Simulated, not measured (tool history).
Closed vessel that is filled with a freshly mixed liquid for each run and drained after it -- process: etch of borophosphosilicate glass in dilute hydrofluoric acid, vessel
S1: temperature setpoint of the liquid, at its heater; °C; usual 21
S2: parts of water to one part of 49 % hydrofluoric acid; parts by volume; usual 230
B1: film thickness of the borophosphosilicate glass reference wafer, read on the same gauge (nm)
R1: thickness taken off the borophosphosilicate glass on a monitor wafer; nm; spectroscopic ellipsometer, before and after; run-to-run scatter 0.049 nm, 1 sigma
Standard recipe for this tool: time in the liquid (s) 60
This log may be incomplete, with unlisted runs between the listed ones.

Run 1, hour 0: usual settings but S2 145 parts by volume; B1 129.97. Result: R1 24.94 nm.
Run 2, hour 37.9: usual settings; B1 130.03. Result: R1 14.46 nm.
Run 3, hour 116.8: usual settings but time in the liquid (s) 85; B1 130.03. Result: R1 20.46 nm.
Run 4, hour 214.9: usual settings; B1 130. Result: R1 14.54 nm.
Run 5, hour 268.4: usual settings; B1 130. Result: R1 14.57 nm.
Run 6, hour 322.3: usual settings; B1 130.03. Result: R1 14.63 nm.
Run 7, hour 405.6: usual settings; B1 130.03. Result: R1 14.76 nm.
Run 8, hour 500.7: usual settings but S2 295 parts by volume, time in the liquid (s) 85; B1 130. Result: R1 15.3 nm.
Run 9, hour 585.5: usual settings but S2 295 parts by volume, time in the liquid (s) 85; B1 130.01. Result: R1 15.31 nm.
Run 10, hour 692.1: usual settings but S2 295 parts by volume, time in the liquid (s) 85; B1 130. Result: R1 14.86 nm.
Run 11, hour 795.2: usual settings; B1 129.99. Result: R1 13.97 nm.
Run 12, hour 849.1: usual settings; B1 130.01. Result: R1 13.94 nm.
Run 13, hour 1131.7: usual settings but time in the liquid (s) 80; B1 129.98. Result: R1 18.69 nm.
Run 14, hour 1213.3: usual settings but S1 17 °C, S2 300 parts by volume, time in the liquid (s) 30; B1 129.98. Result: R1 4.37 nm.
Run 15, hour 1271.7: usual settings; B1 129.99. Result: R1 14.03 nm.
Run 16, hour 1308.7: usual settings but S1 17.5 °C, S2 285 parts by volume, time in the liquid (s) 45; B1 130. Result: R1 7.13 nm.
Run 17, hour 1374.9: usual settings but S1 19 °C, time in the liquid (s) 35; B1 130.02. Result: R1 7.64 nm.
Run 18, hour 1451.1: usual settings; B1 129.97. Result: R1 14.25 nm.
Run 19, hour 1554.2: usual settings; B1 130.01. Result: R1 14.3 nm.
Run 20, hour 1598.1: usual settings but S2 135 parts by volume; B1 129.99. Result: R1 26.94 nm.
Run 21, hour 1653.4: usual settings; B1 130. Result: R1 14.32 nm.
Run 22, hour 1692: usual settings but time in the liquid (s) 50; B1 130.01. Result: R1 12.01 nm.
Run 23, hour 1770.1: usual settings; B1 129.98. Result: R1 14.36 nm.
Run 24, hour 1814.8: usual settings but S1 19 °C, time in the liquid (s) 30; B1 130.03. Result: R1 6.66 nm.
Run 25, hour 1904.3: usual settings but S1 25 °C; B1 130.03. Result: R1 16.71 nm.

Withheld: 3 entries from between the runs. Position of each, and hidden state at the listed run before versus the listed run after:
Logged between run 9 and run 10: hydrofluoric acid flow meter replaced (hour 660.9)
  liquid hotter than its thermometer reads (K): 0.928 -> 0.971; hydrofluoric acid flow above the setpoint (%): 3.52 -> 0.609
  measured less the result without the state, R1: +1.14 -> +0.62 nm
Logged between run 10 and run 11: thermometer replaced (hour 762.1)
  liquid hotter than its thermometer reads (K): 0.971 -> 0.0417; hydrofluoric acid flow above the setpoint (%): 0.609 -> 0.825
  measured less the result without the state, R1: +0.62 -> +0.16 nm
Logged between run 11 and run 12: gauge calibrated (hour 805.2)
  liquid hotter than its thermometer reads (K): 0.0417 -> 0.0632; hydrofluoric acid flow above the setpoint (%): 0.825 -> 0.938
  measured less the result without the state, R1: +0.16 -> +0.19 nm

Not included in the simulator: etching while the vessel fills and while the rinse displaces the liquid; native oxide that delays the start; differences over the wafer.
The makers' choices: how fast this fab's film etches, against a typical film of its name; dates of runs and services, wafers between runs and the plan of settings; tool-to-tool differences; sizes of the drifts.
